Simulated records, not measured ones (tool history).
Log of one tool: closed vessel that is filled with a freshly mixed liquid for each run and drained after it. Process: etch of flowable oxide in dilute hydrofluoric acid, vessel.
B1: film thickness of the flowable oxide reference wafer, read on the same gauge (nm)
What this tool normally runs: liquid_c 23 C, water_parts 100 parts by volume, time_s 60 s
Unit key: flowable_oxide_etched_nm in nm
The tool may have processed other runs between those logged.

run 1 hour=0 | liquid_c=23 water_parts=100 time_s=60 | B1=39.98 | flowable_oxide_etched_nm=19.29
run 2 hour=8.3 | liquid_c=23 water_parts=100 time_s=60 | B1=40.01 | flowable_oxide_etched_nm=19.26
run 3 hour=24.7 | liquid_c=23 water_parts=100 time_s=60 | B1=40.01 | flowable_oxide_etched_nm=19.44
run 4 hour=36.8 | liquid_c=20.5 water_parts=100 time_s=75 | B1=40.01 | flowable_oxide_etched_nm=22.11
run 5 hour=43.8 | liquid_c=20.5 water_parts=100 time_s=75 | B1=40 | flowable_oxide_etched_nm=22.07
run 6 hour=55.4 | liquid_c=20.5 water_parts=100 time_s=75 | B1=39.98 | flowable_oxide_etched_nm=22.41
run 7 hour=67.7 | liquid_c=23 water_parts=125 time_s=60 | B1=40 | flowable_oxide_etched_nm=15.13
run 8 hour=73.8 | liquid_c=23 water_parts=125 time_s=60 | B1=40 | flowable_oxide_etched_nm=15.17
run 9 hour=91 | liquid_c=23 water_parts=100 time_s=60 | B1=40.01 | flowable_oxide_etched_nm=19.93
run 10 hour=104.1 | liquid_c=23 water_parts=100 time_s=60 | B1=40.02 | flowable_oxide_etched_nm=20.02
run 11 hour=117.9 | liquid_c=23 water_parts=100 time_s=60 | B1=40.02 | flowable_oxide_etched_nm=20.01
run 12 hour=131.1 | liquid_c=23 water_parts=100 time_s=60 | B1=39.99 | flowable_oxide_etched_nm=20.37
run 13 hour=147.2 | liquid_c=23 water_parts=80 time_s=60 | B1=40 | flowable_oxide_etched_nm=26.12
run 14 hour=164.4 | liquid_c=23 water_parts=100 time_s=60 | B1=40 | flowable_oxide_etched_nm=20.73
run 15 hour=177.6 | liquid_c=26.5 water_parts=85 time_s=60 | B1=40 | flowable_oxide_etched_nm=28.65
-- hour=182.8 gauge calibrated
run 16 hour=189 | liquid_c=20 water_parts=80 time_s=40 | B1=40 | flowable_oxide_etched_nm=15.79
run 17 hour=197.4 | liquid_c=23 water_parts=100 time_s=60 | B1=40 | flowable_oxide_etched_nm=20.98
run 18 hour=203.6 | liquid_c=25.5 water_parts=60 time_s=40 | B1=39.98 | flowable_oxide_etched_nm=26.93
-- hour=211.8 thermometer replaced
run 19 hour=213.3 | liquid_c=23 water_parts=100 time_s=60 | B1=40 | flowable_oxide_etched_nm=19.09
-- hour=219.4 hydrofluoric acid flow meter replaced
run 20 hour=239.9 | liquid_c=23 water_parts=150 time_s=60 | B1=40 | flowable_oxide_etched_nm=10.63
run 21 hour=252.1 | liquid_c=24.5 water_parts=100 time_s=30 | B1=39.99 | flowable_oxide_etched_nm=9.1
run 22 hour=261.3 | liquid_c=23 water_parts=80 time_s=60 | B1=40 | flowable_oxide_etched_nm=21.75
run 23 hour=279.1 | liquid_c=23 water_parts=100 time_s=95 | B1=39.99 | flowable_oxide_etched_nm=27.56
run 24 hour=294.9 | liquid_c=25.5 water_parts=100 time_s=30 | B1=39.98 | flowable_oxide_etched_nm=9.61
run 25 hour=308.7 | liquid_c=23 water_parts=100 time_s=60 | B1=39.97 | flowable_oxide_etched_nm=17.66

Predict each of these 4 candidate next runs independently; none follows another, all start after run 25:
run A hour=309.4 | liquid_c=23 water_parts=50 time_s=60 | B1=? | flowable_oxide_etched_nm=?
run B hour=309.4 | liquid_c=23 water_parts=100 time_s=75 | B1=? | flowable_oxide_etched_nm=?
run C hour=309.4 | liquid_c=19.5 water_parts=135 time_s=80 | B1=? | flowable_oxide_etched_nm=?
run D hour=309.4 | liquid_c=24.5 water_parts=70 time_s=60 | B1=? | flowable_oxide_etched_nm=?

run=A B1=40.01 flowable_oxide_etched_nm=36.76
run=B B1=40.01 flowable_oxide_etched_nm=21.61
run=C B1=40.01 flowable_oxide_etched_nm=14.27
run=D B1=40.01 flowable_oxide_etched_nm=27.21
What these runs would have given with no unlogged condition in the tool:
run=A flowable_oxide_etched_nm=35.15
run=B flowable_oxide_etched_nm=20.64
run=C flowable_oxide_etched_nm=13.63
run=D flowable_oxide_etched_nm=26.01
